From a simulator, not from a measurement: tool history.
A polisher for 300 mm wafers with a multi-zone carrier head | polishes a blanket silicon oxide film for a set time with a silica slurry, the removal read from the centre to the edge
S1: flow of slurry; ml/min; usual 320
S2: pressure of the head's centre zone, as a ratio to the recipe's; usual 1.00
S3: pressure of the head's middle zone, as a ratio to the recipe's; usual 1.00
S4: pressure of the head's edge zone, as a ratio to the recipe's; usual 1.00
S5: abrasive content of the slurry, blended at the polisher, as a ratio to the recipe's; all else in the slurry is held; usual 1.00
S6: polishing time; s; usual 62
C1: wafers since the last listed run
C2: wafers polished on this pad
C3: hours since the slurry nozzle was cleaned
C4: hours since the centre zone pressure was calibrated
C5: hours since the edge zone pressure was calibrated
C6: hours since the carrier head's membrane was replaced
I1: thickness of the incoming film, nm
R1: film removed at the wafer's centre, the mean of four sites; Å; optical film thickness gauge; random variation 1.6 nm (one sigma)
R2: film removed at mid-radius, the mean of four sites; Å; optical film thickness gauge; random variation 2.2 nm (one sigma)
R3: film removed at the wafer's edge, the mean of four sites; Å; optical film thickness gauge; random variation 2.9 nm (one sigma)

run	day	S1	S2	S3	S4	S5	S6	C1	C2	C3	C4	C5	C6	I1	R1	R2	R3
1	0.000	420	1.00	1.00	0.96	1.00	74	0	342	485.6	743.0	1053.5	922.6	1317.0	2654	2768	2693
2	1.788	320	1.00	1.00	1.08	1.00	62	575	917	528.5	785.9	1096.4	965.5	1327.7	2198	2319	2365
3	3.571	320	1.00	1.00	1.00	1.00	78	573	1491	571.3	828.7	1139.2	1008.3	1317.9	2754	2860	2835
# day 4.088: edge zone pressure recalibrated
4	5.450	320	0.96	0.93	1.05	0.80	62	577	2068	616.4	873.8	32.7	1053.4	1317.6	1925	1948	2134
5	8.125	320	1.00	1.00	1.00	1.00	62	860	2929	680.6	938.0	96.9	1117.6	1315.2	2148	2295	2206
# day 10.317: centre zone pressure recalibrated
6	10.496	320	1.00	1.00	1.00	1.00	62	735	3665	737.5	4.3	153.8	1174.5	1291.3	2249	2262	2284
# day 12.354: carrier head's membrane replaced by a new one
# day 17.138: slurry nozzle cleaned
7	17.604	365	1.09	1.00	0.97	1.00	62	2206	5872	11.2	174.9	324.4	126.0	1312.9	2464	2270	2217
8	19.850	320	1.00	1.00	1.00	1.20	62	722	6594	65.1	228.8	378.3	179.9	1325.6	2381	2420	2433
# day 20.275: worn pad replaced by a new one
9	21.254	240	1.00	1.03	1.00	1.00	70	398	314	98.8	262.5	412.0	213.6	1302.8	2470	2547	2527
10	29.217	320	1.00	1.00	1.12	1.00	48	2561	2876	289.9	453.6	603.1	404.7	1317.6	1731	1722	1886
11	30.871	320	1.00	1.00	1.00	1.00	69	532	3408	329.6	493.3	642.8	444.4	1323.0	2468	2518	2524
12	32.300	350	1.00	1.00	0.94	0.80	62	459	3868	363.9	527.6	677.1	478.7	1304.6	2037	2104	1980
13	33.783	320	1.00	1.00	1.00	1.20	62	477	4345	399.5	563.2	712.7	514.3	1328.5	2365	2444	2410
14	34.804	400	0.93	1.00	1.03	1.00	62	328	4674	424.0	587.7	737.2	538.8	1286.6	2087	2306	2343
15	36.838	420	1.00	1.00	1.00	1.10	62	654	5328	472.8	636.5	786.0	587.6	1311.9	2370	2415	2402
16	39.454	320	1.00	1.00	1.00	1.00	62	841	6170	535.6	699.3	848.8	650.4	1285.3	2177	2267	2272
# day 40.125: worn pad replaced by a new one
17	40.792	405	0.88	1.00	1.08	1.00	62	376	214	567.7	731.4	880.9	682.5	1331.7	1957	2317	2414
18	42.396	320	0.96	0.95	0.88	0.75	62	516	730	606.2	769.9	919.4	721.0	1319.4	1865	1921	1903
19	43.938	320	0.93	1.00	1.00	1.00	62	496	1226	643.2	806.9	956.4	758.0	1289.4	2038	2278	2280
20	46.671	320	1.00	1.00	1.00	1.00	62	879	2105	708.8	872.5	1022.0	823.6	1321.6	2156	2260	2225
# day 47.483: centre zone pressure recalibrated
21	48.421	320	1.00	1.00	1.00	1.00	62	536	2642	750.8	22.5	1064.0	865.6	1327.0	2266	2297	2245
22	49.488	320	1.00	1.00	1.00	1.00	62	343	2985	776.4	48.1	1089.6	891.2	1299.5	2261	2242	2227

The tool's hidden state at each run:
removal rate lost through wear of the pad, %: 0 in every run
slurry flow missing at the pad, %: 0 in every run
deviation of the edge zone's pressure from its setpoint, %: 0 in every run
H1: deviation of the centre zone's pressure from its setpoint, %
run	H1
1	-2.79
2	-3.1
3	-3.43
4	-3.8
5	-4.35
6	-0.74
7	-0.885
8	-0.989
9	-1.07
10	-1.72
11	-1.9
12	-2.07
13	-2.25
14	-2.39
15	-2.67
16	-3.07
17	-3.29
18	-3.56
19	-3.84
20	-4.37
21	-0.296
22	-0.304
